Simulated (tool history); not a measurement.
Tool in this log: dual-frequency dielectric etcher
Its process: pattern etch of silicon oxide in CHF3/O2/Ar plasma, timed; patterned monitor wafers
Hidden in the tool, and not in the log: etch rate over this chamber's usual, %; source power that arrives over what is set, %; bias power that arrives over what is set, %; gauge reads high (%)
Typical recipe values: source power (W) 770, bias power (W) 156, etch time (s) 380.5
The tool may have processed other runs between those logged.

run,hour,source power (W),bias power (W),etch time (s),wafers since the last listed run,hours since the last wet clean,hours since the last source power generator calibration,hours since the last bias power generator calibration,hours since the last upper electrode change,hours since the gauge calibration,"read-back reference wafer on the same gauge, depth_nm",mean etch depth across the wafer (Å)
1,0.0,770,156,380.5,0,89.5,3008.6,1346.9,4848.9,242.6,783.6,6979
2,36.7,770,156,380.5,187,126.2,3045.3,1383.6,4885.6,279.3,782.8,6974
3,66.6,770,141,380.5,152,156.1,3075.2,1413.5,4915.5,309.2,782.7,6804
4,135.8,770,141,380.5,353,225.3,3144.4,1482.7,4984.7,378.4,783.9,6760
5,197.0,770,141,380.5,312,286.5,3205.6,1543.9,5045.9,439.6,783.1,6766
6,237.6,730,156,340.0,207,327.1,3246.2,1584.5,5086.5,480.2,783.7,6144
7,297.2,730,156,340.0,304,386.7,3305.8,1644.1,5146.1,539.8,783.4,6151
# hour 453.2: wet clean of the chamber
8,458.9,730,156,340.0,703,5.7,3467.5,1805.8,5307.8,701.5,782.7,6099
# hour 518.4: source power generator calibrated
9,527.3,770,138,380.5,328,74.1,8.9,1874.2,5376.2,769.9,782.2,6683
# hour 558.2: upper electrode replaced
10,591.2,770,138,380.5,203,138.0,72.8,1938.1,33.0,833.8,782.8,6710
11,630.7,770,156,446.0,201,177.5,112.3,1977.6,72.5,873.3,783.9,8153
12,668.7,770,156,380.5,194,215.5,150.3,2015.6,110.5,911.3,783.0,6936
13,733.1,730,156,380.5,328,279.9,214.7,2080.0,174.9,975.7,782.9,6836
14,800.6,770,156,380.5,344,347.4,282.2,2147.5,242.4,1043.2,782.3,6951
15,869.8,770,156,420.5,353,416.6,351.4,2216.7,311.6,1112.4,783.1,7636
# hour 883.0: bias power generator calibrated
# hour 898.6: gauge calibrated
16,933.9,770,156,333.0,306,480.7,415.5,50.9,375.7,35.3,783.0,6155
17,976.4,830,137,380.5,216,523.2,458.0,93.4,418.2,77.8,783.1,6891
18,1011.8,830,137,380.5,180,558.6,493.4,128.8,453.6,113.2,782.0,6918

Run 19 comes next. What will it give?
# hour 1087.3: wet clean of the chamber
19,1212.6,880,156,464.5,902,125.3,694.2,329.6,654.4,314.0,?,?

For run 19 the tool returned read-back reference wafer on the same gauge, depth_nm 783.2, mean etch depth across the wafer (Å) 8911.
With the hidden condition absent and the run-to-run variation left alone, this run would have shown mean etch depth across the wafer (Å) 8910.
